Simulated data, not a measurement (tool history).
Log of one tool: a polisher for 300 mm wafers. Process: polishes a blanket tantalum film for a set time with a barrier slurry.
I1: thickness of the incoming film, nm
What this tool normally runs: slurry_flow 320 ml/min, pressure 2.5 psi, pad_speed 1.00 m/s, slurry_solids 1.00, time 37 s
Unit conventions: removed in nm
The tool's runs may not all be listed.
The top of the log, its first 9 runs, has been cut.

Run 10, hour 750.2: usual settings but slurry_flow 345 ml/min; I1 220.2. Result: removed 85.4 nm.
Run 11, hour 797.6: usual settings; I1 220.9. Result: removed 83.0 nm.
Run 12, hour 834.6: usual settings but slurry_flow 350 ml/min; I1 223.6. Result: removed 85.1 nm.
At hour 880.7: worn pad replaced by a new one.
Run 13, hour 890.8: usual settings but slurry_solids 0.75; I1 219.6. Result: removed 82.3 nm.
Run 14, hour 953.6: usual settings; I1 223.3. Result: removed 90.6 nm.
Run 15, hour 999.8: usual settings but slurry_flow 420 ml/min, pressure 2.3 psi, slurry_solids 0.90, time 29 s; I1 217.0. Result: removed 64.8 nm.
At hour 1027.8: slurry blender recalibrated.
Run 16, hour 1038.6: usual settings; I1 223.4. Result: removed 89.0 nm.
Run 17, hour 1095.5: usual settings but slurry_flow 360 ml/min; I1 221.1. Result: removed 91.6 nm.
Run 18, hour 1175.5: usual settings; I1 217.6. Result: removed 89.8 nm.
At hour 1210.5: head pressure recalibrated.
Run 19, hour 1273.4: usual settings but pad_speed 0.70 m/s, slurry_solids 0.90; I1 218.8. Result: removed 55.1 nm.
Run 20, hour 1356.3: usual settings but pressure 2.9 psi, slurry_solids 1.30; I1 222.7. Result: removed 96.8 nm.
At hour 1384.7: slurry nozzle cleaned.
Run 21, hour 1460.8: usual settings but slurry_flow 250 ml/min, slurry_solids 1.10, time 32 s; I1 224.4. Result: removed 68.6 nm.
At hour 1532.6: worn pad replaced by a new one.
Run 22, hour 1541.9: usual settings but slurry_flow 420 ml/min, slurry_solids 0.75, time 29 s; I1 218.2. Result: removed 63.2 nm.
Run 23, hour 1636.4: usual settings but slurry_flow 410 ml/min, pad_speed 1.26 m/s, slurry_solids 1.20, time 34 s; I1 217.5. Result: removed 105.0 nm.
At hour 1660.2: slurry blender recalibrated.
Run 24, hour 1715.7: usual settings; I1 219.0. Result: removed 85.2 nm.
Run 25, hour 1801.9: usual settings but time 30 s; I1 222.3. Result: removed 69.7 nm.
Run 26, hour 1874.0: usual settings; I1 218.8. Result: removed 83.7 nm.
Run 27, hour 1973.1: usual settings but pad_speed 0.70 m/s; I1 216.9. Result: removed 58.8 nm.

What does the tool deliver on the next run?
At hour 2043.6: slurry nozzle cleaned.
Run 28, hour 2050.6: usual settings but slurry_flow 365 ml/min, pressure 3.1 psi, time 28 s; I1 218.7. Result: removed ?.

{"run 28": {"removed": 76.4}}
Were there no unlogged condition in the tool, this run, its random variation unchanged, would have produced removed 79.2 nm.
